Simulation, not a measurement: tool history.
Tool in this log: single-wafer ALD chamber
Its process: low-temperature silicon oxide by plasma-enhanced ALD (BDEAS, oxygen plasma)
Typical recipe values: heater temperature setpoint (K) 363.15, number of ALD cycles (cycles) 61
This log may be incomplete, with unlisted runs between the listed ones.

run    hour  heater temperature setpoint (K)  number of ALD cycles (cycles)  wafers since the last listed run  hours since the last thermocouple change  hours since the gauge calibration  read-back reference wafer on the same gauge, thickness_nm  mean film thickness on the monitor wafer (Å)
  1     0.0                           363.15                             61                                 0                                    1384.5                             1077.5                                                      7.518                                         88.62
  2    56.8                           363.15                             61                               238                                    1441.3                             1134.3                                                      7.520                                         88.79
  3   229.6                           363.15                             61                               724                                    1614.1                             1307.1                                                      7.523                                         88.52
  4   360.3                           374.15                             61                               547                                    1744.8                             1437.8                                                      7.514                                         85.00
  5   403.8                           374.15                             61                               182                                    1788.3                             1481.3                                                      7.520                                         85.84
  6   443.9                           363.15                             61                               168                                    1828.4                             1521.4                                                      7.521                                         88.57
  7   532.7                           363.15                             61                               372                                    1917.2                             1610.2                                                      7.516                                         87.89
  8   577.9                           373.15                             61                               189                                    1962.4                             1655.4                                                      7.517                                         85.75
  9   620.9                           373.15                             61                               180                                    2005.4                             1698.4                                                      7.520                                         85.63
 10   672.9                           363.15                             52                               217                                    2057.4                             1750.4                                                      7.520                                         74.97
 11   740.6                           363.15                             52                               283                                    2125.1                             1818.1                                                      7.521                                         74.61
 12   789.7                           363.15                             61                               205                                    2174.2                             1867.2                                                      7.519                                         87.64
 13   835.8                           363.15                             61                               193                                    2220.3                             1913.3                                                      7.523                                         87.88
      845.1  -- gauge calibrated
 14   880.5                           363.15                             61                               187                                    2265.0                               35.4                                                      7.524                                         87.90
 15   926.9                           359.15                             61                               194                                    2311.4                               81.8                                                      7.517                                         89.04
 16   982.1                           359.15                             61                               231                                    2366.6                              137.0                                                      7.525                                         89.35
 17  1011.2                           359.15                             61                               121                                    2395.7                              166.1                                                      7.524                                         88.94
 18  1039.3                           363.15                             61                               117                                    2423.8                              194.2                                                      7.518                                         87.60
 19  1079.2                           367.15                             61                               167                                    2463.7                              234.1                                                      7.520                                         86.62
 20  1124.2                           357.15                             49                               188                                    2508.7                              279.1                                                      7.514                                         71.79
 21  1184.2                           363.15                             61                               251                                    2568.7                              339.1                                                      7.520                                         87.79
 22  1252.4                           363.15                             61                               285                                    2636.9                              407.3                                                      7.516                                         87.40
 23  1281.4                           358.15                             61                               121                                    2665.9                              436.3                                                      7.512                                         88.96
 24  1332.0                           350.15                             61                               212                                    2716.5                              486.9                                                      7.520                                         90.93
 25  1370.4                           363.15                             61                               160                                    2754.9                              525.3                                                      7.524                                         86.97
 26  1417.6                           363.15                             61                               197                                    2802.1                              572.5                                                      7.516                                         87.05
 27  1578.9                           354.15                             71                               676                                    2963.4                              733.8                                                      7.517                                        104.03
 28  1606.7                           363.15                             61                               116                                    2991.2                              761.6                                                      7.518                                         87.22
     1618.5  -- thermocouple changed; heater temperature recalibrated
 29  1631.3                           349.15                             56                                69                                      12.8                              786.2                                                      7.524                                         85.12
 30  1681.3                           349.15                             65                               209                                      62.8                              836.2                                                      7.519                                         98.46
 31  1707.7                           369.15                             52                               110                                      89.2                              862.6                                                      7.522                                         74.26
 32  1737.9                           357.15                             55                               126                                     119.4                              892.8                                                      7.522                                         81.52
 33  1792.1                           374.15                             61                               227                                     173.6                              947.0                                                      7.520                                         85.74
 34  1863.5                           371.15                             61                               299                                     245.0                             1018.4                                                      7.518                                         86.97
 35  1926.7                           354.15                             61                               264                                     308.2                             1081.6                                                      7.523                                         91.27
 36  1964.3                           363.15                             51                               157                                     345.8                             1119.2                                                      7.518                                         74.12
 37  2001.7                           372.15                             61                               156                                     383.2                             1156.6                                                      7.520                                         86.19
 38  2034.3                           376.15                             61                               136                                     415.8                             1189.2                                                      7.519                                         85.59

What was the tool's hidden state at every run in the log?
gauge reads high (%): 0 across all the runs
H1: wafer temperature above the value expected at the setpoint (K)
run       H1
  1     1.35
  2     1.46
  3     1.82
  4     2.12
  5     2.22
  6     2.32
  7     2.54
  8     2.66
  9     2.78
 10     2.92
 11     3.11
 12     3.25
 13     3.39
 14     3.53
 15     3.67
 16     3.85
 17     3.94
 18     4.03
 19     4.16
 20     4.31
 21     4.52
 22     4.76
 23     4.86
 24     5.05
 25     5.19
 26     5.37
 27        6
 28     6.11
 29  -0.0544
 30  -0.0518
 31  -0.0491
 32  -0.0449
 33  -0.0341
 34  -0.0139
 35  0.00973
 36   0.0264
 37   0.0448
 38   0.0624

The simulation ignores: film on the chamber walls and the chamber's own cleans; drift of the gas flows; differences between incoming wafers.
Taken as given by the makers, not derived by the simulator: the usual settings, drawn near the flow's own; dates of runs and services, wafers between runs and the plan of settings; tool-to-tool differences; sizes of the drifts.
